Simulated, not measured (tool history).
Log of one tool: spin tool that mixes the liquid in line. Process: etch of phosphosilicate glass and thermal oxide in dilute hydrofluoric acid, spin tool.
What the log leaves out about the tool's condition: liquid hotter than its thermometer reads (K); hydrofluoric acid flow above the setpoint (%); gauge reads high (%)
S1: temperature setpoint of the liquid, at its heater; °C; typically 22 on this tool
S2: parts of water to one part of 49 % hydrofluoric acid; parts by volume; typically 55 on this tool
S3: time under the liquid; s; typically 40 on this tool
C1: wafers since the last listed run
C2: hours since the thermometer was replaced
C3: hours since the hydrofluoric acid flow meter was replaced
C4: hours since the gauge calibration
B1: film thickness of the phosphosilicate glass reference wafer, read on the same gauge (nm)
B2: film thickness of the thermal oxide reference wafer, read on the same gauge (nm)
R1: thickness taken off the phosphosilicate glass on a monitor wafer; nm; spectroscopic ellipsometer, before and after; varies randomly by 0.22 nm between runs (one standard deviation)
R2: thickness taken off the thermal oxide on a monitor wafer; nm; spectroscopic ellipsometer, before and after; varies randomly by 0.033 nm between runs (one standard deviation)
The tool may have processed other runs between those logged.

run    hour    S1  S2  S3    C1      C2     C3      C4      B1       B2     R1     R2
  1       0    22  65  40     0  1838.2  745.2  1122.1  110.02  100.016  40.44  2.584
  2    59.1    22  65  40   902  1897.3  804.3  1181.2  109.98  100.009   40.2  2.576
  3   100.4    22  35  40   630  1938.6  845.6  1222.5  109.99   99.976  77.09  5.095
        152  -- hydrofluoric acid flow meter replaced
  4   159.5    22  55  40   887  1997.7    7.5  1281.6  109.97  100.002  45.87  3.016
      161.1  -- thermometer replaced
  5   194.7    22  55  40   522    33.6   42.7  1316.8  110.02   99.968  43.91  2.875
  6   254.8    22  55  40   917    93.7  102.8  1376.9  109.99  100.005   44.7  2.887
  7   297.4    25  55  25   650   136.3  145.4  1419.5  109.98  100.016  31.28  1.993
  8   359.9    22  55  40   954   198.8  207.9    1482  110.04   99.989  44.64  2.945
  9   394.3  19.5  40  30   525   233.2  242.3  1516.4     110   99.978  42.19  2.721
 10   437.1  24.5  35  45   653     276  285.1  1559.2     110  100.007   90.2  5.935
 11   481.5    22  55  20   678   320.4  329.5  1603.6  110.04  100.035   22.7  1.471
 12   513.5    22  55  60   488   352.4  361.5  1635.6  110.02   99.999  67.57   4.43
 13   545.9  20.5  85  25   494   384.8  393.9    1668  110.06  100.046  16.56  1.088
 14   615.7    24  55  50  1065   454.6  463.7  1737.8  110.02   99.997  62.02  3.913
      639.2  -- gauge calibrated
 15   674.8    22  80  30   902   513.7  522.8    35.6  110.05   99.992  22.81  1.471
 16   728.7  25.5  45  45   823   567.6  576.7    89.5  110.01  100.008  74.41  4.734
 17   758.7  19.5  55  40   458   597.6  606.7   119.5  109.98  100.004  41.75  2.685
 18   786.6    22  55  40   426   625.5  634.6   147.4  110.02   99.988  46.35  2.998
 19   813.9    22  55  40   416   652.8  661.9   174.7  109.99  100.025  46.21  2.991
 20   855.1    22  55  40   629     694  703.1   215.9  109.98   99.985  46.42  3.031
 21     883  18.5  55  20   426   721.9    731   243.8  110.02   99.982  19.98  1.284
 22   922.4  18.5  65  40   601   761.3  770.4   283.2  110.04   99.971  33.61  2.158
 23   962.1  26.5  55  15   606     801  810.1   322.9     110   99.997   21.1  1.355
 24  1027.6    22  55  40  1000   866.5  875.6   388.4  110.02  100.019  47.11  2.995
 25  1087.7    25  80  25   917   926.6  935.7   448.5  110.04  100.004  22.26  1.407
     1124.4  -- hydrofluoric acid flow meter replaced
 26  1131.6  20.5  55  15   655   970.5    7.2   492.4  109.99   99.962  15.97  1.031

Run by run, hidden condition taken away, random variation retained:
run     R1     R2
  1  36.94   2.36
  2  36.57  2.343
  3  69.96  4.624
  4  43.42  2.856
  5  43.44  2.844
  6  44.03  2.843
  7  30.72  1.957
  8  43.63  2.879
  9  41.14  2.653
 10  87.69  5.771
 11  21.99  1.426
 12  65.31  4.282
 13  15.95  1.048
 14  59.51  3.755
 15  21.77  1.404
 16  70.85  4.507
 17  39.64  2.549
 18  43.92   2.84
 19   43.7  2.829
 20  43.78  2.859
 21   18.8  1.208
 22  31.52  2.024
 23  19.76  1.269
 24  43.88  2.789
 25  20.63  1.304
 26  15.52  1.002

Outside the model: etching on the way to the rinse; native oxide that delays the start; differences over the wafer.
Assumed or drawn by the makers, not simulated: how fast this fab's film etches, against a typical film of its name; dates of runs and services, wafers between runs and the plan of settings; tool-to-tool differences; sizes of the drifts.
